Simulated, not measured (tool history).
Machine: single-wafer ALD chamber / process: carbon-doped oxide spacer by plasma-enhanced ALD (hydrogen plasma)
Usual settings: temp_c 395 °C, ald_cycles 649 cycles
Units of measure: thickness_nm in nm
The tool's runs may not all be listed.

| run | day | temp_c | ald_cycles | wafers since the last listed run | hours since the last thermocouple change | hours since the gauge calibration | read-back reference wafer on the same gauge, thickness_nm | thickness_nm |
|---|---|---|---|---|---|---|---|---|
| 1 | 0.000 | 401 | 649 | 0 | 1148.7 | 312.5 | 28.968 | 33.331 |
| 2 | 0.554 | 401 | 649 | 6 | 1162.0 | 325.8 | 28.945 | 33.294 |
| 3 | 1.662 | 401 | 649 | 13 | 1188.6 | 352.4 | 28.915 | 33.101 |
| 4 | 2.679 | 391 | 649 | 12 | 1213.0 | 376.8 | 28.922 | 33.420 |
| 5 | 3.696 | 391 | 649 | 12 | 1237.4 | 401.2 | 28.898 | 33.539 |
| 6 | 4.496 | 391 | 649 | 9 | 1256.6 | 420.4 | 28.893 | 33.192 |
| 7 | 5.621 | 395 | 616 | 13 | 1283.6 | 447.4 | 28.858 | 31.565 |
| 8 | 7.012 | 395 | 616 | 16 | 1317.0 | 480.8 | 28.861 | 31.636 |
| 9 | 8.350 | 395 | 616 | 16 | 1349.1 | 512.9 | 28.821 | 31.508 |
| 10 | 9.800 | 395 | 649 | 17 | 1383.9 | 547.7 | 28.835 | 33.380 |
| 11 | 11.188 | 384 | 649 | 16 | 1417.2 | 581.0 | 28.846 | 33.173 |
| 12 | 11.996 | 384 | 649 | 9 | 1436.6 | 600.4 | 28.819 | 33.290 |
| 13 | 13.025 | 384 | 649 | 12 | 1461.3 | 625.1 | 28.811 | 33.189 |

What does the tool deliver on the next run?
| 14 | 13.988 | 395 | 611 | 11 | 1484.4 | 648.2 | ? | ? |

Run 14 gave read-back reference wafer on the same gauge, thickness_nm 28.833, thickness_nm 31.294 nm.
Without the tool's hidden state the same run would have given thickness_nm 32.042 nm.

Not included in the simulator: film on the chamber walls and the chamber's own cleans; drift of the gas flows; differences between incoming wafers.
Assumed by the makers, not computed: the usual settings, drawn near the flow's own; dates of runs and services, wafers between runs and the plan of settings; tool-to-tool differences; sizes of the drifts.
